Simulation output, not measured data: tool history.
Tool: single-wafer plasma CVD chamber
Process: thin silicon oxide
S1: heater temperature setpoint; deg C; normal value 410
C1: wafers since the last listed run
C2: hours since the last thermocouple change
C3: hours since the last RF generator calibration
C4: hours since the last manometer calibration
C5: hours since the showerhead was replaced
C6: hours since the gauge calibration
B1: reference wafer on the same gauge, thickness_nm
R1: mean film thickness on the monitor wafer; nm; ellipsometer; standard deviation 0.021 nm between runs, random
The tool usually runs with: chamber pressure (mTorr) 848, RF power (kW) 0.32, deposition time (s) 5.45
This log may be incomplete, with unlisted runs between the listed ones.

{"run": 1, "hour": 0.0, "S1": 410, "chamber pressure (mTorr)": 848, "RF power (kW)": 0.32, "deposition time (s)": 5.45, "C1": 0, "C2": 2227.4, "C3": 878, "C4": 1463.4, "C5": 4343.8, "C6": 113.4, "B1": 11.666, "R1": 10.203}
{"run": 2, "hour": 28.4, "S1": 410, "chamber pressure (mTorr)": 848, "RF power (kW)": 0.32, "deposition time (s)": 5.45, "C1": 810, "C2": 2255.8, "C3": 906.4, "C4": 1491.8, "C5": 4372.2, "C6": 141.8, "B1": 11.655, "R1": 10.186}
{"run": 3, "hour": 62.3, "S1": 410, "chamber pressure (mTorr)": 848, "RF power (kW)": 0.32, "deposition time (s)": 5.45, "C1": 967, "C2": 2289.7, "C3": 940.3, "C4": 1525.7, "C5": 4406.1, "C6": 175.7, "B1": 11.645, "R1": 10.168}
{"run": 4, "hour": 81.6, "S1": 410, "chamber pressure (mTorr)": 848, "RF power (kW)": 0.32, "deposition time (s)": 5.45, "C1": 550, "C2": 2309, "C3": 959.6, "C4": 1545, "C5": 4425.4, "C6": 195, "B1": 11.643, "R1": 10.163}
{"run": 5, "hour": 100.8, "S1": 410, "chamber pressure (mTorr)": 848, "RF power (kW)": 0.32, "deposition time (s)": 5.45, "C1": 547, "C2": 2328.2, "C3": 978.8, "C4": 1564.2, "C5": 4444.6, "C6": 214.2, "B1": 11.627, "R1": 10.155}
{"run": 6, "hour": 124.1, "S1": 410, "chamber pressure (mTorr)": 848, "RF power (kW)": 0.32, "deposition time (s)": 5.04, "C1": 664, "C2": 2351.5, "C3": 1002.1, "C4": 1587.5, "C5": 4467.9, "C6": 237.5, "B1": 11.618, "R1": 9.376}
{"run": 7, "hour": 147.0, "S1": 410, "chamber pressure (mTorr)": 848, "RF power (kW)": 0.32, "deposition time (s)": 5.04, "C1": 653, "C2": 2374.4, "C3": 1025, "C4": 1610.4, "C5": 4490.8, "C6": 260.4, "B1": 11.622, "R1": 9.369}
{"run": 8, "hour": 169.6, "S1": 410, "chamber pressure (mTorr)": 729, "RF power (kW)": 0.32, "deposition time (s)": 5.45, "C1": 645, "C2": 2397, "C3": 1047.6, "C4": 1633, "C5": 4513.4, "C6": 283, "B1": 11.601, "R1": 8.757}
{"run": 9, "hour": 188.0, "S1": 410, "chamber pressure (mTorr)": 729, "RF power (kW)": 0.32, "deposition time (s)": 5.45, "C1": 525, "C2": 2415.4, "C3": 1066, "C4": 1651.4, "C5": 4531.8, "C6": 301.4, "B1": 11.599, "R1": 8.745}
{"hour": 192.6, "done": "gauge calibrated"}
{"run": 10, "hour": 223.9, "S1": 410, "chamber pressure (mTorr)": 963, "RF power (kW)": 0.32, "deposition time (s)": 5.45, "C1": 1024, "C2": 2451.3, "C3": 1101.9, "C4": 1687.3, "C5": 4567.7, "C6": 31.3, "B1": 11.675, "R1": 11.378}

The next listed run, before its measurement:
{"hour": 240.7, "done": "capacitance manometer re-zeroed and calibrated"}
{"run": 11, "hour": 259.5, "S1": 406, "chamber pressure (mTorr)": 848, "RF power (kW)": 0.255, "deposition time (s)": 5.45, "C1": 787, "C2": 2486.9, "C3": 1137.5, "C4": 18.8, "C5": 4603.3, "C6": 66.9, "B1": "?", "R1": "?"}

Run 11 measured B1 11.66, R1 9.477 nm.
Take away the tool's hidden state, keep the run-to-run variation as it was, and the same run would have given R1 9.505 nm.
